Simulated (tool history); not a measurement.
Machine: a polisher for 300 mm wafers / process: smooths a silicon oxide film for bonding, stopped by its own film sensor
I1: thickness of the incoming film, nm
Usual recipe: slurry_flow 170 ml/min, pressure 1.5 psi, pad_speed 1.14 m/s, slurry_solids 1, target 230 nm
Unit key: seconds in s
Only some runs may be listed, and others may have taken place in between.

{"run": 1, "hour": 0.0, "slurry_flow": 170, "pressure": 1.9, "pad_speed": 1.14, "slurry_solids": 1, "target": 230, "I1": 299.7, "seconds": 82.3}
{"run": 2, "hour": 7.9, "slurry_flow": 170, "pressure": 1.9, "pad_speed": 1.14, "slurry_solids": 1, "target": 230, "I1": 303.3, "seconds": 86.1}
{"run": 3, "hour": 25.4, "slurry_flow": 170, "pressure": 1.5, "pad_speed": 1.14, "slurry_solids": 1, "target": 230, "I1": 300, "seconds": 104.3}
{"hour": 31.7, "done": "worn pad replaced by a new one"}
{"run": 4, "hour": 40.1, "slurry_flow": 170, "pressure": 1.5, "pad_speed": 1.14, "slurry_solids": 1, "target": 230, "I1": 293.1, "seconds": 87.1}
{"run": 5, "hour": 60.8, "slurry_flow": 170, "pressure": 1.5, "pad_speed": 0.98, "slurry_solids": 1, "target": 230, "I1": 298.9, "seconds": 107.5}
{"run": 6, "hour": 71.7, "slurry_flow": 170, "pressure": 1.3, "pad_speed": 1.14, "slurry_solids": 1, "target": 230, "I1": 298.5, "seconds": 109.1}
{"run": 7, "hour": 88.4, "slurry_flow": 170, "pressure": 1.5, "pad_speed": 1.14, "slurry_solids": 1, "target": 230, "I1": 303.3, "seconds": 103.2}
{"run": 8, "hour": 105.2, "slurry_flow": 170, "pressure": 1.5, "pad_speed": 1.14, "slurry_solids": 1, "target": 230, "I1": 302.7, "seconds": 104.7}
{"run": 9, "hour": 112.7, "slurry_flow": 170, "pressure": 1.5, "pad_speed": 1.14, "slurry_solids": 1, "target": 230, "I1": 297.9, "seconds": 97.8}
{"run": 10, "hour": 123.3, "slurry_flow": 170, "pressure": 1.5, "pad_speed": 1.14, "slurry_solids": 1, "target": 230, "I1": 303.9, "seconds": 108}
{"hour": 128.2, "done": "slurry blender recalibrated"}
{"hour": 130.8, "done": "worn pad replaced by a new one"}
{"run": 11, "hour": 137.3, "slurry_flow": 170, "pressure": 1.5, "pad_speed": 1.14, "slurry_solids": 1.1, "target": 230, "I1": 299.6, "seconds": 104.1}
{"run": 12, "hour": 150.8, "slurry_flow": 170, "pressure": 1.5, "pad_speed": 1.14, "slurry_solids": 1.1, "target": 230, "I1": 299, "seconds": 103.9}
{"hour": 172.1, "done": "head pressure recalibrated"}
{"hour": 191.7, "done": "worn pad replaced by a new one, repeated, since the last time left the tool worse"}
{"run": 13, "hour": 192.2, "slurry_flow": 225, "pressure": 1.5, "pad_speed": 1.14, "slurry_solids": 1, "target": 230, "I1": 295, "seconds": 88.4}
{"run": 14, "hour": 201.4, "slurry_flow": 170, "pressure": 1.7, "pad_speed": 1.14, "slurry_solids": 1.25, "target": 230, "I1": 294.5, "seconds": 72.4}
{"hour": 206.8, "done": "slurry nozzle cleaned"}
{"run": 15, "hour": 215.7, "slurry_flow": 170, "pressure": 1.9, "pad_speed": 1.14, "slurry_solids": 1, "target": 230, "I1": 298.5, "seconds": 77.8}
{"run": 16, "hour": 255.2, "slurry_flow": 135, "pressure": 1.5, "pad_speed": 1.14, "slurry_solids": 1, "target": 230, "I1": 298.8, "seconds": 101.9}
{"run": 17, "hour": 288.2, "slurry_flow": 205, "pressure": 1.3, "pad_speed": 1.14, "slurry_solids": 1, "target": 230, "I1": 299.2, "seconds": 113.8}

Predict the results of run 18:
{"hour": 306.8, "done": "worn pad replaced by a new one"}
{"run": 18, "hour": 307.3, "slurry_flow": 170, "pressure": 1.3, "pad_speed": 1.14, "slurry_solids": 1, "target": 212, "I1": 306.1, "seconds": "?"}

Run 18 produced seconds 148.7 s.
Minus the tool's unlogged condition, the same run would have read seconds 148.1 s.

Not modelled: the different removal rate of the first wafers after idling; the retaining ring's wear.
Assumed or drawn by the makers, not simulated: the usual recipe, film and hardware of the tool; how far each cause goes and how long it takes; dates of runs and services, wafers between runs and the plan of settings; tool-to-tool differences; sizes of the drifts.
